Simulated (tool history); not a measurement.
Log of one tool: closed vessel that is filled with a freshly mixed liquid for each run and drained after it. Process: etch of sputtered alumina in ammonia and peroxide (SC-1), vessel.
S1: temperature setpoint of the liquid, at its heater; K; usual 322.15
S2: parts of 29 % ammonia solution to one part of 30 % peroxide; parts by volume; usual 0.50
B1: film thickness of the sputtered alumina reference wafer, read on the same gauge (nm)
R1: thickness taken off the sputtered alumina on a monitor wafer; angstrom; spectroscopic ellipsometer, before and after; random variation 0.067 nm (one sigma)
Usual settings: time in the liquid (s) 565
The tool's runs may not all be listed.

{"run": 1, "hour": 0.0, "S1": 322.15, "S2": 0.5, "time in the liquid (s)": 565, "B1": 30.01, "R1": 158.3}
{"hour": 6.2, "done": "gauge calibrated"}
{"run": 2, "hour": 11.3, "S1": 322.15, "S2": 0.35, "time in the liquid (s)": 740, "B1": 30.03, "R1": 201.3}
{"run": 3, "hour": 19.7, "S1": 322.15, "S2": 0.35, "time in the liquid (s)": 740, "B1": 29.99, "R1": 200.5}
{"run": 4, "hour": 36.1, "S1": 322.15, "S2": 0.35, "time in the liquid (s)": 740, "B1": 30.04, "R1": 199.1}
{"run": 5, "hour": 51.9, "S1": 322.15, "S2": 0.5, "time in the liquid (s)": 750, "B1": 30.01, "R1": 208.8}
{"run": 6, "hour": 65.3, "S1": 322.15, "S2": 0.5, "time in the liquid (s)": 750, "B1": 29.97, "R1": 208.7}
{"run": 7, "hour": 80.9, "S1": 322.15, "S2": 0.5, "time in the liquid (s)": 750, "B1": 29.96, "R1": 209.3}
{"run": 8, "hour": 93.3, "S1": 318.15, "S2": 0.5, "time in the liquid (s)": 565, "B1": 30.0, "R1": 125.9}
{"run": 9, "hour": 109.7, "S1": 318.65, "S2": 0.5, "time in the liquid (s)": 565, "B1": 30.0, "R1": 129.2}
{"run": 10, "hour": 118.1, "S1": 318.65, "S2": 0.5, "time in the liquid (s)": 565, "B1": 30.03, "R1": 129.4}
{"run": 11, "hour": 126.0, "S1": 322.15, "S2": 0.5, "time in the liquid (s)": 565, "B1": 30.0, "R1": 157.1}
{"run": 12, "hour": 143.5, "S1": 329.65, "S2": 0.6, "time in the liquid (s)": 565, "B1": 29.97, "R1": 242.3}
{"hour": 146.3, "done": "thermometer replaced"}
{"run": 13, "hour": 152.4, "S1": 329.65, "S2": 0.6, "time in the liquid (s)": 565, "B1": 29.95, "R1": 281.0}
{"run": 14, "hour": 162.3, "S1": 322.15, "S2": 0.55, "time in the liquid (s)": 825, "B1": 29.99, "R1": 272.7}
{"run": 15, "hour": 174.3, "S1": 322.15, "S2": 0.7, "time in the liquid (s)": 565, "B1": 29.99, "R1": 191.2}
{"hour": 190.1, "done": "new drum of ammonia solution connected"}
{"run": 16, "hour": 191.0, "S1": 322.15, "S2": 0.65, "time in the liquid (s)": 905, "B1": 29.98, "R1": 300.8}
{"run": 17, "hour": 204.8, "S1": 322.15, "S2": 0.5, "time in the liquid (s)": 750, "B1": 30.0, "R1": 244.8}
{"run": 18, "hour": 216.3, "S1": 322.15, "S2": 0.55, "time in the liquid (s)": 825, "B1": 30.01, "R1": 270.7}
{"run": 19, "hour": 233.0, "S1": 314.15, "S2": 0.7, "time in the liquid (s)": 565, "B1": 29.99, "R1": 120.7}
{"run": 20, "hour": 249.4, "S1": 322.15, "S2": 0.5, "time in the liquid (s)": 900, "B1": 30.02, "R1": 294.7}
{"hour": 264.3, "done": "ammonia flow meter replaced"}
{"run": 21, "hour": 264.8, "S1": 318.65, "S2": 0.75, "time in the liquid (s)": 310, "B1": 30.03, "R1": 86.1}
{"run": 22, "hour": 280.3, "S1": 327.15, "S2": 0.4, "time in the liquid (s)": 565, "B1": 29.99, "R1": 236.5}
{"hour": 285.3, "done": "gauge calibrated"}
{"run": 23, "hour": 319.0, "S1": 317.65, "S2": 0.5, "time in the liquid (s)": 260, "B1": 30.0, "R1": 65.5}
{"run": 24, "hour": 333.0, "S1": 329.65, "S2": 0.3, "time in the liquid (s)": 565, "B1": 29.99, "R1": 261.5}
{"run": 25, "hour": 348.8, "S1": 322.15, "S2": 0.75, "time in the liquid (s)": 660, "B1": 29.99, "R1": 222.3}
{"run": 26, "hour": 366.4, "S1": 319.15, "S2": 0.7, "time in the liquid (s)": 430, "B1": 29.98, "R1": 121.3}

3 ways to go on from here, each from the tool as it stands after run 26. What would each give?
{"run": "A", "hour": 367.2, "S1": 312.65, "S2": 0.5, "time in the liquid (s)": 565, "B1": "?", "R1": "?"}
{"run": "B", "hour": 367.2, "S1": 319.15, "S2": 0.35, "time in the liquid (s)": 565, "B1": "?", "R1": "?"}
{"run": "C", "hour": 367.2, "S1": 316.15, "S2": 0.5, "time in the liquid (s)": 230, "B1": "?", "R1": "?"}

run=A B1=30.01 R1=105.4
run=B B1=30.01 R1=148.6
run=C B1=30.01 R1=52.7
Without the tool's hidden state the same runs would have given:
run=A R1=107.9
run=B R1=151.9
run=C R1=53.9
